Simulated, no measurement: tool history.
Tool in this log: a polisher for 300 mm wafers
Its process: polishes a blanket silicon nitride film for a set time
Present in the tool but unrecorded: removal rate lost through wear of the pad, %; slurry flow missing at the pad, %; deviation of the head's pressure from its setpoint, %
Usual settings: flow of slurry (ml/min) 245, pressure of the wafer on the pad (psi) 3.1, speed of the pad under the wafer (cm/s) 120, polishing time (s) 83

run,hour,flow of slurry (ml/min),pressure of the wafer on the pad (psi),speed of the pad under the wafer (cm/s),polishing time (s),wafers since the last listed run,wafers polished on this pad,hours since the slurry nozzle was cleaned,hours since the head pressure was calibrated,"incoming thickness of the incoming film, nm",film removed (angstrom)
1,0,245,3.1,120,70,0,2811,478.5,502.7,606.8,1294
# hour 21.1: slurry nozzle cleaned
# hour 30.4: worn pad replaced by a new one
2,99.4,245,3.1,120,70,866,633,78.3,602.1,609,1361
3,170.4,245,3.1,120,83,651,1285,149.3,673.1,618.3,1597
4,208.6,245,3.1,120,83,350,1636,187.5,711.3,609,1585
5,289.4,245,3.1,120,83,741,2378,268.3,792.1,617.1,1575
# hour 368.4: worn pad replaced by a new one
6,395,245,3.1,120,83,932,244,373.9,897.7,620.6,1493
7,463.4,245,3.1,120,83,628,872,442.3,966.1,623.5,1462
8,510.5,245,3.1,140,90,432,1304,489.4,1013.2,626.7,1711
# hour 531.9: slurry nozzle cleaned
9,547.1,245,2.5,120,83,326,1631,15.2,1049.8,621,1120
10,593.2,245,2.5,120,83,423,2054,61.3,1095.9,624.4,1146
11,632.1,245,2.5,120,83,357,2412,100.2,1134.8,611.6,1120
12,672.2,225,3.1,120,83,368,2780,140.3,1174.9,630.5,1377
# hour 704.5: worn pad replaced by a new one, repeated, since the last time left the tool worse
13,763.6,225,3.1,120,83,802,542,231.7,1266.3,611.7,1622
# hour 787.1: head pressure recalibrated
14,854.4,225,3.1,120,83,815,1357,322.5,67.3,627.5,1536
15,982,245,2.6,120,70,1171,2529,450.1,194.9,612.6,1094
16,1028.4,245,3.1,120,83,426,2955,496.5,241.3,618.1,1542
# hour 1033.1: slurry nozzle cleaned
# hour 1033.5: worn pad replaced by a new one
17,1106.8,300,3.1,120,58,707,673,73.7,319.7,614.7,1103
18,1201,245,2.4,120,60,864,1538,167.9,413.9,622.2,865
19,1295.9,300,3.1,120,58,871,2409,262.8,508.8,621.9,1090
20,1385.7,245,2.4,120,83,824,3234,352.6,598.6,628.4,1147
# hour 1395.8: worn pad replaced by a new one
# hour 1443.4: slurry nozzle cleaned
21,1471.2,245,3.1,136,83,739,683,27.8,684.1,612.9,1755
22,1541.2,245,4.1,82,103,642,1326,97.8,754.1,615.9,2143
23,1593.3,170,3.6,94,56,478,1804,149.9,806.2,628.3,1062
24,1656.9,245,3.1,110,56,583,2388,213.5,869.8,628.7,1004
25,1711.8,245,3.1,120,83,504,2892,268.4,924.7,606.6,1552
# hour 1786.5: worn pad replaced by a new one
26,1793.5,245,3.1,120,72,713,64,350.1,1006.4,613.8,1407
27,1860.1,205,2.1,98,96,611,675,416.7,1073,612.2,1102
# hour 1892.4: slurry nozzle cleaned
28,1905.5,270,3.7,90,73,407,1083,13.1,1118.4,623.8,1459

Measured minus without-hidden-state, run by run (identical run-to-run variation in each term; gauge scatter may differ):
run,film removed (angstrom)
1,-83
2,-21
3,-45
4,-57
5,-81
6,-171
7,-190
8,-240
9,-167
10,-183
11,-190
12,-247
13,-20
14,-46
15,-60
16,-98
17,-37
18,-44
19,-76
20,-102
21,-30
22,-65
23,-42
24,-53
25,-99
26,-16
27,-27
28,-47

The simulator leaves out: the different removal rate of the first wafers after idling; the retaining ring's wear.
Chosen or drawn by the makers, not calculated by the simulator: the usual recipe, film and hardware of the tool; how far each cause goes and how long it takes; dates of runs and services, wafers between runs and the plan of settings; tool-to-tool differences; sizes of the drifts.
